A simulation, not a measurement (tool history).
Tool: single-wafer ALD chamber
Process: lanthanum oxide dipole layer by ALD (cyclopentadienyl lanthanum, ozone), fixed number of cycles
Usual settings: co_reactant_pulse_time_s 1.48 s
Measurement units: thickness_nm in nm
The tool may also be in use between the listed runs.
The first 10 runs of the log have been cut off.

run,hour,co_reactant_pulse_time_s,"read-back reference wafer on the same gauge, thickness_nm",thickness_nm
11,165.2,1.48,0.446,0.511
# hour 171.5: gauge calibrated
12,172.2,1.48,0.446,0.51
13,187.4,1.48,0.446,0.514
# hour 198.1: thermocouple changed; heater temperature recalibrated
14,198.6,1.48,0.446,0.512
15,213.4,1.48,0.446,0.51
16,227.6,1.91,0.446,0.539
# hour 243.5: ozone generator serviced
17,244,1.91,0.446,0.545
18,245.6,1.48,0.446,0.526
19,254,1.05,0.445,0.469
# hour 275.5: showerhead replaced
20,276,1.82,0.446,0.541
21,276.3,1.32,0.446,0.511
22,292.8,1.69,0.446,0.532
23,321.7,1.14,0.446,0.487
24,338,1.98,0.446,0.546
25,344.4,1.13,0.445,0.481
26,377.5,1.81,0.446,0.54
27,391.2,1.87,0.446,0.544
28,408.7,1.48,0.446,0.519
29,415.1,1.48,0.446,0.516
30,424.4,0.9,0.446,0.419
31,432,2.02,0.446,0.549
32,474.3,1.48,0.445,0.517
33,492.2,1.73,0.446,0.538
34,510.2,1.17,0.445,0.483
35,517.9,2.04,0.446,0.543

Each row is a separate what-if for the run after 35, all from the same tool condition, not one after another. Results?
A,518.3,1.48,?,?
B,518.3,1.25,?,?
C,518.3,1.04,?,?

run,"read-back reference wafer on the same gauge, thickness_nm",thickness_nm
A,0.446,0.519
B,0.446,0.493
C,0.446,0.455
Had the tool no hidden state, the same runs would have come out as:
run,thickness_nm
A,0.526
B,0.503
C,0.468
